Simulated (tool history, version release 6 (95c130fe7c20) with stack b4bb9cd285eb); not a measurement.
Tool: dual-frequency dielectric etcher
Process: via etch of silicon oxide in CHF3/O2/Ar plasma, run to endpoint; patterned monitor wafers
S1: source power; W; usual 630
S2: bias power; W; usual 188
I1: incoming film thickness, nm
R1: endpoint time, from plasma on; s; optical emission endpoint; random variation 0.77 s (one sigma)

run   hour   S1   S2     I1     R1
  1    0.0  630  188  398.9  194.1
  2   12.5  630  188  398.1  193.9
  3   27.0  630  188  400.5  195.5
  4   36.7  630  204  401.7  191.0
  5   45.9  630  204  401.3  189.5
  6   61.7  630  157  400.2  206.0
  7   78.3  630  157  402.6  206.3
  8   85.5  670  188  399.4  188.1
  9   98.7  670  188  399.8  189.2
 10  109.9  670  188  404.4  189.3
 11  117.2  630  170  400.8  197.7
 12  131.6  630  170  405.4  200.5
 13  138.7  630  188  397.6  190.9
 14  154.8  710  208  398.6  177.4
 15  165.3  710  208  400.6  178.1
 16  199.5  630  188  399.9  192.0
 17  224.6  630  188  402.2  192.5
 18  225.0  670  218  404.0  178.1
 19  230.8  780  232  397.0  162.1
 20  245.3  720  162  399.3  187.2
 21  272.4  520  231  400.2  201.7
 22  272.8  630  174  402.4  206.0
 23  277.9  630  153  398.4  211.5
 24  284.4  630  230  399.9  186.8
 25  290.7  790  220  403.7  176.1
 26  307.5  520  231  400.8  200.7
 27  321.6  630  213  397.6  190.2
 28  336.8  560  155  398.4  217.5
 29  349.6  760  144  401.4  199.6
 30  362.8  750  229  399.0  173.7
 31  377.0  510  156  398.1  226.7

Taken out of this log: 4 entries between the listed runs. Where each belongs, and how the hidden state differs across it:
Between runs 13 and 14: bias power generator calibrated (hour 144.4)
  etch rate over this chamber's usual, %: 3.21 -> 3.39
  measured less the result without the state, R1: -6.1 -> -6.0 s
Between runs 16 and 17: source power generator calibrated (hour 216.0); upper electrode replaced (hour 224.1)
  etch rate over this chamber's usual, %: 3.87 -> 4.14
  measured less the result without the state, R1: -7.5 -> -8.0 s
Between runs 20 and 21: wet clean of the chamber (hour 271.9)
  etch rate over this chamber's usual, %: 4.37 -> -0.645
  measured less the result without the state, R1: -8.1 -> +1.3 s

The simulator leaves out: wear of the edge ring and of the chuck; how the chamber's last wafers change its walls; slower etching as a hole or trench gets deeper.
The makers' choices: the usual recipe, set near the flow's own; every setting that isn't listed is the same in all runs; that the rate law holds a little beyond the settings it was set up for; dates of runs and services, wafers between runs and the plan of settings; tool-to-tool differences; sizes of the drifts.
